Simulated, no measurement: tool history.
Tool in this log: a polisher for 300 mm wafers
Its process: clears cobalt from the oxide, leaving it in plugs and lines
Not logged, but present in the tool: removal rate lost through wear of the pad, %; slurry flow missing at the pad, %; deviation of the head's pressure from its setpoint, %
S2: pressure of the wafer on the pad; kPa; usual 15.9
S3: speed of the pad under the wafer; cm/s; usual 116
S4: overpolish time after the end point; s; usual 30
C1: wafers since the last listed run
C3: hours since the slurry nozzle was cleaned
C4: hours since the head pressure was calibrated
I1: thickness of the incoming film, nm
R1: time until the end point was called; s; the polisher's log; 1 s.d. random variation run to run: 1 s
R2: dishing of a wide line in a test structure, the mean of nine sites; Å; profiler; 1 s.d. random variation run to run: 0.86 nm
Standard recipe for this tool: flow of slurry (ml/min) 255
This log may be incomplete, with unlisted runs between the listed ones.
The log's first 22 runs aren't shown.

{"run": 23, "hour": 274.6, "flow of slurry (ml/min)": 255, "S2": 15.9, "S3": 148, "S4": 17, "C1": 69, "wafers polished on this pad": 582, "C3": 210.2, "C4": 218, "I1": 356, "R1": 44.1, "R2": 597}
{"run": 24, "hour": 288.8, "flow of slurry (ml/min)": 210, "S2": 15.9, "S3": 140, "S4": 30, "C1": 92, "wafers polished on this pad": 674, "C3": 224.4, "C4": 232.2, "I1": 358, "R1": 47.9, "R2": 693}
{"run": 25, "hour": 301.1, "flow of slurry (ml/min)": 255, "S2": 15.9, "S3": 116, "S4": 30, "C1": 80, "wafers polished on this pad": 754, "C3": 236.7, "C4": 244.5, "I1": 356.7, "R1": 53.1, "R2": 682}
{"run": 26, "hour": 317.5, "flow of slurry (ml/min)": 210, "S2": 15.9, "S3": 116, "S4": 30, "C1": 106, "wafers polished on this pad": 861, "C3": 253.1, "C4": 260.9, "I1": 356.4, "R1": 52.5, "R2": 654}
{"hour": 324.8, "done": "worn pad replaced by a new one"}
{"run": 27, "hour": 334.7, "flow of slurry (ml/min)": 225, "S2": 17.2, "S3": 150, "S4": 30, "C1": 85, "wafers polished on this pad": 64, "C3": 270.3, "C4": 278.1, "I1": 356.6, "R1": 42.4, "R2": 692}
{"run": 28, "hour": 341.1, "flow of slurry (ml/min)": 310, "S2": 15.9, "S3": 116, "S4": 30, "C1": 41, "wafers polished on this pad": 106, "C3": 276.7, "C4": 284.5, "I1": 359.3, "R1": 51.6, "R2": 675}
{"run": 29, "hour": 357.0, "flow of slurry (ml/min)": 285, "S2": 17.9, "S3": 116, "S4": 30, "C1": 103, "wafers polished on this pad": 209, "C3": 292.6, "C4": 300.4, "I1": 360, "R1": 46.4, "R2": 681}
{"run": 30, "hour": 367.9, "flow of slurry (ml/min)": 255, "S2": 15.9, "S3": 116, "S4": 30, "C1": 70, "wafers polished on this pad": 280, "C3": 303.5, "C4": 311.3, "I1": 359.1, "R1": 53.9, "R2": 671}
{"run": 31, "hour": 374.4, "flow of slurry (ml/min)": 255, "S2": 15.9, "S3": 116, "S4": 30, "C1": 42, "wafers polished on this pad": 322, "C3": 310, "C4": 317.8, "I1": 360.8, "R1": 53.7, "R2": 667}
{"run": 32, "hour": 382.9, "flow of slurry (ml/min)": 165, "S2": 18.6, "S3": 116, "S4": 30, "C1": 55, "wafers polished on this pad": 378, "C3": 318.5, "C4": 326.3, "I1": 358.9, "R1": 48.8, "R2": 687}
{"run": 33, "hour": 390.4, "flow of slurry (ml/min)": 210, "S2": 15.9, "S3": 116, "S4": 30, "C1": 48, "wafers polished on this pad": 426, "C3": 326, "C4": 333.8, "I1": 364.3, "R1": 55.1, "R2": 672}
{"run": 34, "hour": 403.5, "flow of slurry (ml/min)": 255, "S2": 15.9, "S3": 116, "S4": 30, "C1": 85, "wafers polished on this pad": 512, "C3": 339.1, "C4": 346.9, "I1": 360.9, "R1": 53.4, "R2": 684}
{"run": 35, "hour": 418.2, "flow of slurry (ml/min)": 190, "S2": 11.7, "S3": 132, "S4": 19, "C1": 95, "wafers polished on this pad": 607, "C3": 353.8, "C4": 361.6, "I1": 357.7, "R1": 67.6, "R2": 535}
{"run": 36, "hour": 430.1, "flow of slurry (ml/min)": 255, "S2": 13.8, "S3": 138, "S4": 41, "C1": 77, "wafers polished on this pad": 685, "C3": 365.7, "C4": 373.5, "I1": 360.5, "R1": 54.5, "R2": 691}

Each row is a separate what-if for the run after 36, all from the same tool condition, not one after another. Results?
{"run": "A", "hour": 430.5, "flow of slurry (ml/min)": 255, "S2": 10.3, "S3": 116, "S4": 30, "C1": 2, "wafers polished on this pad": 688, "C3": 366.1, "C4": 373.9, "I1": 365.9, "R1": "?", "R2": "?"}
{"run": "B", "hour": 430.5, "flow of slurry (ml/min)": 280, "S2": 12.4, "S3": 134, "S4": 20, "C1": 2, "wafers polished on this pad": 688, "C3": 366.1, "C4": 373.9, "I1": 365.9, "R1": "?", "R2": "?"}
{"run": "C", "hour": 430.5, "flow of slurry (ml/min)": 255, "S2": 15.9, "S3": 116, "S4": 25, "C1": 2, "wafers polished on this pad": 688, "C3": 366.1, "C4": 373.9, "I1": 365.9, "R1": "?", "R2": "?"}

run=A R1=83.4 R2=604
run=B R1=62.4 R2=577
run=C R1=54.4 R2=647
Without the tool's hidden state the same runs would have given:
run=A R1=83.4 R2=604
run=B R1=62.4 R2=577
run=C R1=54.4 R2=647
